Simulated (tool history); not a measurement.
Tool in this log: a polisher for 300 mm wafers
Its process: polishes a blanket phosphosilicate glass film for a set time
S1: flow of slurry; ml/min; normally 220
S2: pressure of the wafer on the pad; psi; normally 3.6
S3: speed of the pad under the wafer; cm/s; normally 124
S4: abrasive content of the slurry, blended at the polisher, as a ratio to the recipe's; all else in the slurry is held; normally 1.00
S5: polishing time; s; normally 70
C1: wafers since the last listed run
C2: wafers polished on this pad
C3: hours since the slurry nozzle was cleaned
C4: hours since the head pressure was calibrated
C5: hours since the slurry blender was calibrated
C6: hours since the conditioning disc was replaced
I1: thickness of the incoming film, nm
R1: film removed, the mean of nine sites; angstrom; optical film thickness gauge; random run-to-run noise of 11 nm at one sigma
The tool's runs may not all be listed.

run,hour,S1,S2,S3,S4,S5,C1,C2,C3,C4,C5,C6,I1,R1
1,0.0,275,3.6,124,1.00,70,0,1113,438.2,1075.9,0.5,17.0,2232.2,7768
2,12.8,275,3.6,124,1.00,70,137,1250,451.0,1088.7,13.3,29.8,2251.4,7576
3,32.7,220,3.6,108,1.00,84,213,1464,470.9,1108.6,33.2,49.7,2271.9,8010
4,66.5,220,3.6,124,1.00,70,363,1828,504.7,1142.4,67.0,83.5,2255.7,7467
# hour 81.6: worn pad replaced by a new one
5,89.7,220,3.6,124,1.00,70,206,87,527.9,1165.6,90.2,106.7,2272.3,7288
# hour 101.3: head pressure recalibrated
6,135.7,220,3.6,124,1.00,70,473,560,573.9,34.4,136.2,152.7,2236.5,7313
7,169.9,150,3.6,156,1.25,80,367,927,608.1,68.6,170.4,186.9,2260.9,9894
# hour 187.3: slurry blender recalibrated
8,201.9,265,3.0,124,1.25,86,322,1250,640.1,100.6,14.6,218.9,2275.6,8282
# hour 232.0: conditioning disc replaced and pad reconditioned
9,232.6,220,3.6,124,1.00,51,308,1559,670.8,131.3,45.3,0.6,2262.2,5192
10,261.7,220,3.6,124,0.90,82,312,1872,699.9,160.4,74.4,29.7,2312.9,8263
# hour 284.9: worn pad replaced by a new one
11,289.8,220,2.4,160,1.20,70,259,52,728.0,188.5,102.5,57.8,2232.7,6031
12,316.5,200,3.6,124,1.00,70,287,339,754.7,215.2,129.2,84.5,2299.6,6982
13,340.1,220,4.0,124,1.00,81,253,593,778.3,238.8,152.8,108.1,2244.3,9057
14,354.3,220,3.6,124,0.70,85,152,745,792.5,253.0,167.0,122.3,2282.4,7137
# hour 376.7: slurry nozzle cleaned
15,378.3,220,3.6,124,1.00,70,247,993,1.6,277.0,191.0,146.3,2289.1,7679
# hour 386.4: slurry blender recalibrated
16,397.8,220,3.6,124,1.00,83,188,1181,21.1,296.5,11.4,165.8,2294.2,9005
17,420.0,220,2.7,124,1.00,70,238,1419,43.3,318.7,33.6,188.0,2260.1,5800
# hour 425.2: conditioning disc replaced and pad reconditioned
18,449.5,155,3.6,124,1.00,57,295,1715,72.8,348.2,63.1,24.3,2271.0,5867
19,472.6,220,3.6,124,1.15,88,248,1964,95.9,371.3,86.2,47.4,2238.8,9960
# hour 489.2: worn pad replaced by a new one
20,507.0,220,4.0,124,1.10,57,326,190,130.3,405.7,120.6,81.8,2289.7,7138
21,521.7,260,3.6,124,1.00,70,158,349,145.0,420.4,135.3,96.5,2290.2,7734
22,535.8,170,4.6,124,1.00,89,151,500,159.1,434.5,149.4,110.6,2253.6,11706
# hour 563.4: slurry blender recalibrated
23,575.8,220,3.6,124,1.20,85,408,909,199.1,474.5,12.4,150.6,2280.0,10063
24,609.9,220,3.9,124,1.00,82,366,1275,233.2,508.6,46.5,184.7,2303.8,9637

5 ways to go on from here, each from the tool as it stands after run 24. What would each give?
A,610.3,220,3.6,124,1.00,70,4,1280,233.6,509.0,46.9,185.1,2252.4,?
B,610.3,255,3.6,124,1.10,79,4,1280,233.6,509.0,46.9,185.1,2252.4,?
C,610.3,240,3.1,150,1.00,70,4,1280,233.6,509.0,46.9,185.1,2252.4,?
D,610.3,220,3.6,104,1.15,70,4,1280,233.6,509.0,46.9,185.1,2252.4,?
E,610.3,220,2.5,124,1.00,58,4,1280,233.6,509.0,46.9,185.1,2252.4,?

run,R1
A,7598
B,9068
C,7643
D,7034
E,4372
Stripped of hidden state, with their random variation kept, the same runs would have yielded:
run,R1
A,7658
B,9130
C,7699
D,7090
E,4406

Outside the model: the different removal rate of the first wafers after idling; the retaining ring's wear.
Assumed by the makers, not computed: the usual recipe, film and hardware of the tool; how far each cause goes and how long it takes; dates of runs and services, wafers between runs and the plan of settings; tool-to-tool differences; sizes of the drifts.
